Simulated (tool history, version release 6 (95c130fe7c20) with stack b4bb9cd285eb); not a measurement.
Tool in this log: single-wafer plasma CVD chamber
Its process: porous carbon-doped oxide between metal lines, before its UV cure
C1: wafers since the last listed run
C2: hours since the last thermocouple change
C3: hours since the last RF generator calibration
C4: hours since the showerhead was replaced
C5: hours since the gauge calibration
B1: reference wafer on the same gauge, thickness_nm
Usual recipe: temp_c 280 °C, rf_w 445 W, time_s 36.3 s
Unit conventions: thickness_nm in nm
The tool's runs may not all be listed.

run 1 hour=0 | temp_c=280 rf_w=445 time_s=36.3 | C1=0 C2=845.3 C3=1504.9 C4=2143.7 C5=179.6 | B1=198.92 | thickness_nm=187.93
run 2 hour=30.8 | temp_c=280 rf_w=445 time_s=36.3 | C1=799 C2=876.1 C3=1535.7 C4=2174.5 C5=210.4 | B1=199.087 | thickness_nm=189.66
run 3 hour=81 | temp_c=280 rf_w=445 time_s=36.3 | C1=1303 C2=926.3 C3=1585.9 C4=2224.7 C5=260.6 | B1=199.017 | thickness_nm=188.273
run 4 hour=135.3 | temp_c=280 rf_w=500 time_s=36.3 | C1=1410 C2=980.6 C3=1640.2 C4=2279 C5=314.9 | B1=199.009 | thickness_nm=209.009
run 5 hour=173.4 | temp_c=280 rf_w=500 time_s=36.3 | C1=989 C2=1018.7 C3=1678.3 C4=2317.1 C5=353 | B1=198.975 | thickness_nm=208.631
run 6 hour=237.1 | temp_c=280 rf_w=490 time_s=32.7 | C1=1654 C2=1082.4 C3=1742 C4=2380.8 C5=416.7 | B1=199.205 | thickness_nm=186.686
run 7 hour=270.3 | temp_c=280 rf_w=445 time_s=34.5 | C1=862 C2=1115.6 C3=1775.2 C4=2414 C5=449.9 | B1=198.934 | thickness_nm=179.94
run 8 hour=319.7 | temp_c=280 rf_w=445 time_s=34.5 | C1=1283 C2=1165 C3=1824.6 C4=2463.4 C5=499.3 | B1=199.091 | thickness_nm=181.644
-- hour=374.3 showerhead replaced
-- hour=419.3 RF generator calibrated
run 9 hour=483.9 | temp_c=280 rf_w=445 time_s=36.3 | C1=3849 C2=1329.2 C3=64.6 C4=109.6 C5=663.5 | B1=199.117 | thickness_nm=189.986
-- hour=554.6 thermocouple changed; heater temperature recalibrated
run 10 hour=555.1 | temp_c=280 rf_w=445 time_s=36.3 | C1=1641 C2=0.5 C3=135.8 C4=180.8 C5=734.7 | B1=198.87 | thickness_nm=184.149
-- hour=577.9 gauge calibrated
run 11 hour=617.5 | temp_c=285 rf_w=445 time_s=36.3 | C1=1620 C2=62.9 C3=198.2 C4=243.2 C5=39.6 | B1=199.035 | thickness_nm=177.815
run 12 hour=684.9 | temp_c=268 rf_w=370 time_s=33.3 | C1=1750 C2=130.3 C3=265.6 C4=310.6 C5=107 | B1=199.022 | thickness_nm=154.788
run 13 hour=711 | temp_c=280 rf_w=525 time_s=36.3 | C1=677 C2=156.4 C3=291.7 C4=336.7 C5=133.1 | B1=198.839 | thickness_nm=211.592
run 14 hour=750 | temp_c=280 rf_w=445 time_s=36.3 | C1=1012 C2=195.4 C3=330.7 C4=375.7 C5=172.1 | B1=198.873 | thickness_nm=185.109
run 15 hour=790.1 | temp_c=274 rf_w=360 time_s=36.3 | C1=1041 C2=235.5 C3=370.8 C4=415.8 C5=212.2 | B1=198.677 | thickness_nm=157.562
run 16 hour=850.5 | temp_c=275 rf_w=525 time_s=42.6 | C1=1568 C2=295.9 C3=431.2 C4=476.2 C5=272.6 | B1=198.982 | thickness_nm=258.433
run 17 hour=906.6 | temp_c=280 rf_w=480 time_s=36.3 | C1=1457 C2=352 C3=487.3 C4=532.3 C5=328.7 | B1=199.016 | thickness_nm=198.423
run 18 hour=941.9 | temp_c=280 rf_w=445 time_s=36.3 | C1=916 C2=387.3 C3=522.6 C4=567.6 C5=364 | B1=199.021 | thickness_nm=188.483
run 19 hour=982.6 | temp_c=280 rf_w=380 time_s=34.3 | C1=1057 C2=428 C3=563.3 C4=608.3 C5=404.7 | B1=198.945 | thickness_nm=150.237
run 20 hour=1015.9 | temp_c=284 rf_w=475 time_s=36.3 | C1=864 C2=461.3 C3=596.6 C4=641.6 C5=438 | B1=198.844 | thickness_nm=191.52
run 21 hour=1071.5 | temp_c=287 rf_w=445 time_s=40.6 | C1=1444 C2=516.9 C3=652.2 C4=697.2 C5=493.6 | B1=198.958 | thickness_nm=197.785
run 22 hour=1117.9 | temp_c=280 rf_w=445 time_s=36.3 | C1=1205 C2=563.3 C3=698.6 C4=743.6 C5=540 | B1=199.135 | thickness_nm=187.582
-- hour=1148.6 gauge calibrated
run 23 hour=1187.9 | temp_c=293 rf_w=445 time_s=34.2 | C1=1818 C2=633.3 C3=768.6 C4=813.6 C5=39.3 | B1=198.747 | thickness_nm=161.073

Here are 3 independent what-if runs from the current tool condition. What would each one return?
run A hour=1188.3 | temp_c=270 rf_w=445 time_s=36.3 | C1=10 C2=633.7 C3=769 C4=814 C5=39.7 | B1=? | thickness_nm=?
run B hour=1188.3 | temp_c=280 rf_w=485 time_s=33 | C1=10 C2=633.7 C3=769 C4=814 C5=39.7 | B1=? | thickness_nm=?
run C hour=1188.3 | temp_c=272 rf_w=420 time_s=29.4 | C1=10 C2=633.7 C3=769 C4=814 C5=39.7 | B1=? | thickness_nm=?

run=A B1=198.889 thickness_nm=201.616
run=B B1=198.889 thickness_nm=183.693
run=C B1=198.889 thickness_nm=152.849
Take away the tool's hidden state, keep each run's random variation, and the runs would have read:
run=A thickness_nm=198.491
run=B thickness_nm=180.967
run=C thickness_nm=150.501
